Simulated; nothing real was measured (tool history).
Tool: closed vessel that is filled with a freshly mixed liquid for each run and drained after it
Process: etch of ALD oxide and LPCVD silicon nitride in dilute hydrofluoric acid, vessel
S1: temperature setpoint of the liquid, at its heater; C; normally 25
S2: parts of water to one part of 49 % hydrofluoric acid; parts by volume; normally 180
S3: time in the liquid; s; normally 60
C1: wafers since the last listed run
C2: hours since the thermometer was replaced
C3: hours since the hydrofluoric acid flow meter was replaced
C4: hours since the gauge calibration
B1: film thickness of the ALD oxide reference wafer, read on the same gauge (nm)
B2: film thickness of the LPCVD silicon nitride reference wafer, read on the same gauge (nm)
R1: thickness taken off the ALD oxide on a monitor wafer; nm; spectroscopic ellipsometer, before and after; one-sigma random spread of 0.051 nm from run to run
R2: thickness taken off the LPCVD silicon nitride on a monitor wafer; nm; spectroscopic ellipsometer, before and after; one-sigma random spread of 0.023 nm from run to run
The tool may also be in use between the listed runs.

run	day	S1	S2	S3	C1	C2	C3	C4	B1	B2	R1	R2
1	0	25	180	50	0	1170.3	894.5	720.6	110.01	80.037	6.79	0.126
2	1.733	25	180	60	5129	1211.9	936.1	762.2	110.05	79.96	8.24	0.171
3	3.792	25	115	60	6090	1261.3	985.5	811.6	110.03	79.961	13.83	0.265
4	5.967	25	115	60	6436	1313.5	1037.7	863.8	110.01	79.989	13.79	0.272
5	8.792	25	180	60	8359	1381.3	1105.5	931.6	110	79.949	8.23	0.17
6	10.55	25	180	60	5203	1423.5	1147.7	973.8	110	80.016	8.15	0.188
7	13.383	25	180	60	8384	1491.5	1215.7	1041.8	109.97	79.972	8.09	0.188
8	15.942	25	200	60	7570	1552.9	1277.1	1103.2	109.99	79.975	7.2	0.142
9	17.004	25	180	60	3144	1578.4	1302.6	1128.7	110.02	79.988	8.14	0.148
# day 17.838: gauge calibrated
10	19.779	25	180	60	8211	1645	1369.2	46.6	110.03	80.01	8.23	0.174
11	22.779	25	180	60	8877	1717	1441.2	118.6	110.03	79.994	8.14	0.157
12	25.417	25	180	60	7804	1780.3	1504.5	181.9	109.97	79.96	8.2	0.179
13	26.738	25	180	60	3908	1812	1536.2	213.6	110.04	80.041	8.18	0.179
14	27.8	25	180	60	3144	1837.5	1561.7	239.1	110.01	80.001	8.24	0.207
15	30.092	22.5	145	60	6781	1892.5	1616.7	294.1	110.01	80.04	9.63	0.172
16	31.233	23.5	270	60	3378	1919.9	1644.1	321.5	110	80.015	4.63	0.099
# day 31.292: hydrofluoric acid flow meter replaced
17	32.325	25	140	60	3107	1946.1	24.8	347.7	110.03	79.983	10.94	0.219
18	34.75	25	180	60	7175	2004.3	83	405.9	110.02	80.003	8.19	0.196
19	36.067	25	130	85	3896	2035.9	114.6	437.5	109.95	80.002	17.04	0.408
20	37.908	21	210	95	5449	2080.1	158.8	481.7	110	79.999	9.31	0.16
21	40.083	25	180	60	6436	2132.3	211	533.9	109.97	80.01	8.22	0.173
22	43.7	27.5	180	75	10702	2219.1	297.8	620.7	109.98	79.983	11.2	0.233
# day 43.875: thermometer replaced
23	44.796	25	215	60	3119	22.1	324.1	647	110.02	79.994	6.55	0.161
24	47.617	28.5	235	30	8347	89.8	391.8	714.7	109.97	80.038	3.34	0.081
25	48.938	27.5	90	70	3908	121.5	423.5	746.4	110.03	79.991	23.48	0.566
26	50.804	27	180	60	5523	166.3	468.3	791.2	110.01	79.996	8.79	0.206
27	58.792	22.5	225	40	23635	358	660	982.9	110.02	79.989	3.8	0.083

Here are 3 independent what-if runs from the current tool condition. What would each one return?
A	58.821	25	180	60	86	358.7	660.7	983.6	?	?	?	?
B	58.821	20.5	180	60	86	358.7	660.7	983.6	?	?	?	?
C	58.821	25	215	30	86	358.7	660.7	983.6	?	?	?	?

run	B1	B2	R1	R2
A	109.97	79.996	8.14	0.193
B	109.97	79.996	6.86	0.144
C	109.97	79.996	3.28	0.081
With the hidden condition removed and each run's random variation left untouched, the same runs would have given:
run	R1	R2
A	8.14	0.193
B	6.86	0.144
C	3.28	0.081
